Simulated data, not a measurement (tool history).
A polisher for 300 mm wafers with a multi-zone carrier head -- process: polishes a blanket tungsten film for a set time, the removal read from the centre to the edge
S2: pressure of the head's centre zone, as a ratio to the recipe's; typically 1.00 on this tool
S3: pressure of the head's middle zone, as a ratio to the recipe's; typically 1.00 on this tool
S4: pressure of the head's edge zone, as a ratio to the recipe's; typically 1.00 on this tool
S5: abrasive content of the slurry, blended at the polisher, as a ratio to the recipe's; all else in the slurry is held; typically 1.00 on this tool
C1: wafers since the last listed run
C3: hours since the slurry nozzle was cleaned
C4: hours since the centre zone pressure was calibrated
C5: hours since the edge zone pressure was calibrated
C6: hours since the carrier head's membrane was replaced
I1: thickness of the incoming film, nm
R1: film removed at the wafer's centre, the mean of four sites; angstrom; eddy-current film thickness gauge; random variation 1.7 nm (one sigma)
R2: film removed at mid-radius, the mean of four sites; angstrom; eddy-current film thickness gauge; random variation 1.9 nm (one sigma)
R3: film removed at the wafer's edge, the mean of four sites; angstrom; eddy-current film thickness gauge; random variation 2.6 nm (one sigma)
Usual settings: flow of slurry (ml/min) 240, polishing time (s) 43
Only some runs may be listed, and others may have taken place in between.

Run 1, day 0.000: usual settings but S5 1.10; C1 0; wafers polished on this pad 1142; C3 322.3; C4 203.5; C5 708.4; C6 1109.4; I1 786.3. Result: R1 2058 angstrom, R2 2013 angstrom, R3 2096 angstrom.
Run 2, day 1.254: usual settings but S5 1.10; C1 309; wafers polished on this pad 1451; C3 352.4; C4 233.6; C5 738.5; C6 1139.5; I1 774.0. Result: R1 2029 angstrom, R2 2017 angstrom, R3 2064 angstrom.
Run 3, day 3.504: usual settings but polishing time (s) 38; C1 554; wafers polished on this pad 2005; C3 406.4; C4 287.6; C5 792.5; C6 1193.5; I1 783.1. Result: R1 1699 angstrom, R2 1673 angstrom, R3 1709 angstrom.
At day 4.208: worn pad replaced by a new one.
Run 4, day 5.446: usual settings; C1 437; wafers polished on this pad 305; C3 453.0; C4 334.2; C5 839.1; C6 1240.1; I1 785.5. Result: R1 2022 angstrom, R2 2013 angstrom, R3 2079 angstrom.
At day 7.017: carrier head's membrane replaced by a new one.
Run 5, day 8.425: usual settings; C1 683; wafers polished on this pad 988; C3 524.5; C4 405.7; C5 910.6; C6 33.8; I1 766.4. Result: R1 1966 angstrom, R2 1947 angstrom, R3 1971 angstrom.
At day 9.771: slurry nozzle cleaned.
Run 6, day 10.217: usual settings; C1 431; wafers polished on this pad 1419; C3 10.7; C4 448.7; C5 953.6; C6 76.8; I1 772.3. Result: R1 1952 angstrom, R2 1937 angstrom, R3 1946 angstrom.
Run 7, day 11.608: usual settings but S3 1.08; C1 343; wafers polished on this pad 1762; C3 44.1; C4 482.1; C5 987.0; C6 110.2; I1 788.1. Result: R1 1930 angstrom, R2 2019 angstrom, R3 1908 angstrom.
At day 12.362: worn pad replaced by a new one.
Run 8, day 14.029: usual settings but S3 1.08; C1 555; wafers polished on this pad 410; C3 102.2; C4 540.2; C5 1045.1; C6 168.3; I1 788.0. Result: R1 2008 angstrom, R2 2118 angstrom, R3 1981 angstrom.
Run 9, day 16.179: usual settings but S3 1.08; C1 529; wafers polished on this pad 940; C3 153.8; C4 591.8; C5 1096.7; C6 219.9; I1 781.4. Result: R1 1974 angstrom, R2 2092 angstrom, R3 1981 angstrom.
Run 10, day 17.571: usual settings but S5 1.15; C1 343; wafers polished on this pad 1283; C3 187.2; C4 625.2; C5 1130.1; C6 253.3; I1 767.2. Result: R1 2039 angstrom, R2 2032 angstrom, R3 2049 angstrom.
Run 11, day 19.688: usual settings but S3 1.08; C1 521; wafers polished on this pad 1805; C3 238.0; C4 676.0; C5 1180.9; C6 304.1; I1 775.2. Result: R1 1916 angstrom, R2 2002 angstrom, R3 1922 angstrom.
Run 12, day 21.975: usual settings; C1 563; wafers polished on this pad 2369; C3 292.9; C4 730.9; C5 1235.8; C6 359.0; I1 766.0. Result: R1 1864 angstrom, R2 1839 angstrom, R3 1889 angstrom.
At day 22.688: worn pad replaced by a new one.
Run 13, day 24.096: usual settings but flow of slurry (ml/min) 155, S4 0.91; C1 481; wafers polished on this pad 347; C3 343.8; C4 781.8; C5 1286.7; C6 409.9; I1 778.0. Result: R1 1864 angstrom, R2 1865 angstrom, R3 1840 angstrom.
Run 14, day 25.242: usual settings but S5 1.15; C1 282; wafers polished on this pad 629; C3 371.3; C4 809.3; C5 1314.2; C6 437.4; I1 775.8. Result: R1 2119 angstrom, R2 2111 angstrom, R3 2134 angstrom.
At day 26.412: edge zone pressure recalibrated.
Run 15, day 27.008: usual settings but S3 1.05, S5 1.10; C1 414; wafers polished on this pad 1044; C3 413.7; C4 851.7; C5 14.3; C6 479.8; I1 778.3. Result: R1 2047 angstrom, R2 2082 angstrom, R3 2071 angstrom.
At day 28.042: centre zone pressure recalibrated.
Run 16, day 28.625: usual settings but S2 1.12, S4 1.04; C1 377; wafers polished on this pad 1422; C3 452.5; C4 14.0; C5 53.1; C6 518.6; I1 772.7. Result: R1 2153 angstrom, R2 1894 angstrom, R3 2019 angstrom.
Run 17, day 30.383: usual settings but flow of slurry (ml/min) 210, S2 1.05, S3 1.10, S5 1.15; C1 433; wafers polished on this pad 1855; C3 494.7; C4 56.2; C5 95.3; C6 560.8; I1 779.8. Result: R1 2064 angstrom, R2 2121 angstrom, R3 2043 angstrom.
At day 31.362: worn pad replaced by a new one.
Run 18, day 31.754: usual settings but flow of slurry (ml/min) 215, S2 0.92, S3 1.12; C1 296; wafers polished on this pad 96; C3 527.6; C4 89.1; C5 128.2; C6 593.7; I1 783.4. Result: R1 1850 angstrom, R2 2213 angstrom, R3 2089 angstrom.
Run 19, day 33.229: usual settings but S5 0.75, polishing time (s) 50; C1 363; wafers polished on this pad 459; C3 563.0; C4 124.5; C5 163.6; C6 629.1; I1 783.8. Result: R1 2060 angstrom, R2 2059 angstrom, R3 2084 angstrom.
At day 33.642: slurry nozzle cleaned.
Run 20, day 35.817: usual settings but flow of slurry (ml/min) 305; C1 627; wafers polished on this pad 1087; C3 52.2; C4 186.6; C5 225.7; C6 691.2; I1 783.7. Result: R1 2047 angstrom, R2 2000 angstrom, R3 1990 angstrom.
Run 21, day 37.354: usual settings but S3 0.91; C1 378; wafers polished on this pad 1466; C3 89.1; C4 223.5; C5 262.6; C6 728.1; I1 769.4. Result: R1 1962 angstrom, R2 1808 angstrom, R3 1952 angstrom.
Run 22, day 38.817: usual settings but S3 1.10, S4 0.91, S5 0.80, polishing time (s) 29; C1 360; wafers polished on this pad 1826; C3 124.2; C4 258.6; C5 297.7; C6 763.2; I1 777.7. Result: R1 1185 angstrom, R2 1275 angstrom, R3 1147 angstrom.

Each row is a separate what-if for the run after 22, all from the same tool condition, not one after another. Results?
Run A, day 38.833: usual settings but flow of slurry (ml/min) 205; C1 4; wafers polished on this pad 1831; C3 124.6; C4 259.0; C5 298.1; C6 763.6; I1 764.8. Result: R1 ?, R2 ?, R3 ?.
Run B, day 38.833: usual settings but flow of slurry (ml/min) 260, S2 1.07, S5 1.20, polishing time (s) 55; C1 4; wafers polished on this pad 1831; C3 124.6; C4 259.0; C5 298.1; C6 763.6; I1 764.8. Result: R1 ?, R2 ?, R3 ?.
Run C, day 38.833: usual settings but S2 1.08, S4 1.11; C1 4; wafers polished on this pad 1831; C3 124.6; C4 259.0; C5 298.1; C6 763.6; I1 764.8. Result: R1 ?, R2 ?, R3 ?.

run    R1    R2    R3
  A  1842  1881  1870
  B  2803  2664  2626
  C  2042  1924  2003
Had the tool no hidden state, the same runs would have come out as:
run    R1    R2    R3
  A  1969  2011  1999
  B  2997  2847  2807
  C  2183  2057  2141
